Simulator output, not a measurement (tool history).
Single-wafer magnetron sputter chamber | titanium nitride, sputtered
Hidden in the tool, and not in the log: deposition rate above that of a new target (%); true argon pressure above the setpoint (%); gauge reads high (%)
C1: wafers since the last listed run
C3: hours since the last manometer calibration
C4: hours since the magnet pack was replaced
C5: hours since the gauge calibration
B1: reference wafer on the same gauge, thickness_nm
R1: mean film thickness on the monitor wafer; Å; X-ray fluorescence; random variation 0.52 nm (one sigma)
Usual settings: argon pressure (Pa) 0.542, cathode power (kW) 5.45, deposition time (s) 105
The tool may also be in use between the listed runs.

Run 1, hour 0: usual settings but cathode power (kW) 6.5; C1 0; wafers on the sputter target 2065; C3 612; C4 8034.7; C5 2274; B1 75.909. Result: R1 981.15 Å.
Run 2, hour 81: usual settings but cathode power (kW) 6.5; C1 1540; wafers on the sputter target 3606; C3 693; C4 8115.7; C5 2355; B1 75.959. Result: R1 967.48 Å.
Run 3, hour 177.9: usual settings but argon pressure (Pa) 0.457; C1 1842; wafers on the sputter target 5448; C3 789.9; C4 8212.6; C5 2451.9; B1 75.847. Result: R1 829.7 Å.
Run 4, hour 221.9: usual settings but argon pressure (Pa) 0.457; C1 836; wafers on the sputter target 6285; C3 833.9; C4 8256.6; C5 2495.9; B1 75.945. Result: R1 829.67 Å.
Run 5, hour 272.8: usual settings but cathode power (kW) 5.8; C1 968; wafers on the sputter target 7253; C3 884.8; C4 8307.5; C5 2546.8; B1 75.988. Result: R1 852.62 Å.
Run 6, hour 313.3: usual settings but cathode power (kW) 5.8; C1 770; wafers on the sputter target 8023; C3 925.3; C4 8348; C5 2587.3; B1 75.86. Result: R1 850.29 Å.
Run 7, hour 393.2: usual settings; C1 1519; wafers on the sputter target 9543; C3 1005.2; C4 8427.9; C5 2667.2; B1 76.088. Result: R1 800.99 Å.
Run 8, hour 440.1: usual settings; C1 891; wafers on the sputter target 10435; C3 1052.1; C4 8474.8; C5 2714.1; B1 76.077. Result: R1 794.38 Å.
Run 9, hour 488.8: usual settings; C1 926; wafers on the sputter target 11361; C3 1100.8; C4 8523.5; C5 2762.8; B1 75.966. Result: R1 792.15 Å.
At hour 548: gauge calibrated.
Run 10, hour 586.7: usual settings but deposition time (s) 119; C1 1861; wafers on the sputter target 13223; C3 1198.7; C4 8621.4; C5 38.7; B1 75.923. Result: R1 897.08 Å.
Run 11, hour 665.3: usual settings but deposition time (s) 119; C1 1494; wafers on the sputter target 14718; C3 1277.3; C4 8700; C5 117.3; B1 76.001. Result: R1 894.67 Å.
At hour 688.8: sputter target and shields replaced.
Run 12, hour 709.3: usual settings but deposition time (s) 113; C1 684; wafers on the sputter target 390; C3 1321.3; C4 8744; C5 161.3; B1 75.792. Result: R1 905.19 Å.
Run 13, hour 763.6: usual settings but argon pressure (Pa) 0.612, cathode power (kW) 5; C1 1032; wafers on the sputter target 1422; C3 1375.6; C4 8798.3; C5 215.6; B1 76.038. Result: R1 736.04 Å.
Run 14, hour 855: usual settings but cathode power (kW) 6, deposition time (s) 92; C1 1738; wafers on the sputter target 3160; C3 1467; C4 8889.7; C5 307; B1 75.948. Result: R1 777.49 Å.
Run 15, hour 921.7: usual settings but cathode power (kW) 6.05; C1 1268; wafers on the sputter target 4429; C3 1533.7; C4 8956.4; C5 373.7; B1 76.146. Result: R1 896.08 Å.
Run 16, hour 991: usual settings but argon pressure (Pa) 0.369, deposition time (s) 96; C1 1317; wafers on the sputter target 5747; C3 1603; C4 9025.7; C5 443; B1 76.044. Result: R1 788.11 Å.
Run 17, hour 1086.2: usual settings but argon pressure (Pa) 0.363; C1 1810; wafers on the sputter target 7557; C3 1698.2; C4 9120.9; C5 538.2; B1 76.009. Result: R1 869.61 Å.
Run 18, hour 1193.1: usual settings but argon pressure (Pa) 0.703; C1 2033; wafers on the sputter target 9590; C3 1805.1; C4 9227.8; C5 645.1; B1 76.071. Result: R1 734.73 Å.
Run 19, hour 1294.1: usual settings but deposition time (s) 98; C1 1920; wafers on the sputter target 11511; C3 1906.1; C4 9328.8; C5 746.1; B1 76.048. Result: R1 741.85 Å.
Run 20, hour 1365.9: usual settings; C1 1365; wafers on the sputter target 12877; C3 1977.9; C4 9400.6; C5 817.9; B1 76.045. Result: R1 786.52 Å.
Run 21, hour 1453.9: usual settings but argon pressure (Pa) 0.367, deposition time (s) 120; C1 1673; wafers on the sputter target 14550; C3 2065.9; C4 9488.6; C5 905.9; B1 76.208. Result: R1 967.23 Å.
At hour 1476.2: sputter target and shields replaced.
Run 22, hour 1514.6: usual settings but argon pressure (Pa) 0.601, cathode power (kW) 6.4, deposition time (s) 85; C1 1002; wafers on the sputter target 730; C3 2126.6; C4 9549.3; C5 966.6; B1 76.085. Result: R1 763.45 Å.
Run 23, hour 1554.1: usual settings; C1 751; wafers on the sputter target 1482; C3 2166.1; C4 9588.8; C5 1006.1; B1 75.89. Result: R1 816.03 Å.
Run 24, hour 1595.8: usual settings but argon pressure (Pa) 0.41; C1 793; wafers on the sputter target 2275; C3 2207.8; C4 9630.5; C5 1047.8; B1 75.914. Result: R1 860.5 Å.
Run 25, hour 1689.3: usual settings; C1 1778; wafers on the sputter target 4053; C3 2301.3; C4 9724; C5 1141.3; B1 75.984. Result: R1 793.39 Å.
At hour 1784.6: capacitance manometer re-zeroed and calibrated.
Run 26, hour 1796.4: usual settings but argon pressure (Pa) 0.468, cathode power (kW) 6.4; C1 1884; wafers on the sputter target 5937; C3 11.8; C4 9831.1; C5 1248.4; B1 76.118. Result: R1 979.94 Å.
Run 27, hour 1877.9: usual settings but argon pressure (Pa) 0.714, cathode power (kW) 6, deposition time (s) 92; C1 1549; wafers on the sputter target 7487; C3 93.3; C4 9912.6; C5 1329.9; B1 75.959. Result: R1 716.14 Å.
Run 28, hour 1936.2: usual settings but deposition time (s) 94; C1 1108; wafers on the sputter target 8596; C3 151.6; C4 9970.9; C5 1388.2; B1 75.927. Result: R1 708.57 Å.
At hour 1946: magnet pack replaced.
Run 29, hour 2012.6: usual settings but argon pressure (Pa) 0.468, cathode power (kW) 6.45, deposition time (s) 89; C1 1300; wafers on the sputter target 9897; C3 228; C4 66.6; C5 1464.6; B1 76.073. Result: R1 819.27 Å.
Run 30, hour 2089.7: usual settings but argon pressure (Pa) 0.41; C1 1466; wafers on the sputter target 11363; C3 305.1; C4 143.7; C5 1541.7; B1 75.929. Result: R1 838.59 Å.
Run 31, hour 2166.1: usual settings but argon pressure (Pa) 0.463, cathode power (kW) 4.8, deposition time (s) 114; C1 1452; wafers on the sputter target 12816; C3 381.5; C4 220.1; C5 1618.1; B1 75.946. Result: R1 779.23 Å.
At hour 2183.4: sputter target and shields replaced.
Run 32, hour 2215.4: usual settings but argon pressure (Pa) 0.676, deposition time (s) 98; C1 785; wafers on the sputter target 608; C3 430.8; C4 269.4; C5 1667.4; B1 76.206. Result: R1 743.6 Å.
Run 33, hour 2265.4: usual settings but argon pressure (Pa) 0.478, cathode power (kW) 6.25, deposition time (s) 97; C1 950; wafers on the sputter target 1559; C3 480.8; C4 319.4; C5 1717.4; B1 76.174. Result: R1 915.3 Å.
Run 34, hour 2330: usual settings but cathode power (kW) 4.45, deposition time (s) 118; C1 1228; wafers on the sputter target 2788; C3 545.4; C4 384; C5 1782; B1 76.208. Result: R1 755.79 Å.
Run 35, hour 2647.8: usual settings; C1 6043; wafers on the sputter target 8831; C3 863.2; C4 701.8; C5 2099.8; B1 75.951. Result: R1 787.61 Å.
Run 36, hour 2761.8: usual settings but argon pressure (Pa) 0.441, cathode power (kW) 4.65; C1 2168; wafers on the sputter target 10999; C3 977.2; C4 815.8; C5 2213.8; B1 76.108. Result: R1 707.12 Å.

3 ways to go on from here, each from the tool as it stands after run 36. What would each give?
Run A, hour 2762.2: usual settings but deposition time (s) 126; C1 7; wafers on the sputter target 11007; C3 977.6; C4 816.2; C5 2214.2; B1 ?. Result: R1 ?.
Run B, hour 2762.2: usual settings but argon pressure (Pa) 0.34, cathode power (kW) 5.05, deposition time (s) 84; C1 7; wafers on the sputter target 11007; C3 977.6; C4 816.2; C5 2214.2; B1 ?. Result: R1 ?.
Run C, hour 2762.2: usual settings but argon pressure (Pa) 0.66, cathode power (kW) 6.3, deposition time (s) 123; C1 7; wafers on the sputter target 11007; C3 977.6; C4 816.2; C5 2214.2; B1 ?. Result: R1 ?.

run      B1       R1
  A  76.119   943.58
  B  76.119   638.84
  C  76.119  1010.74
Without the tool's hidden state the same runs would have given:
run       R1
  A  1043.22
  B   699.09
  C  1123.82
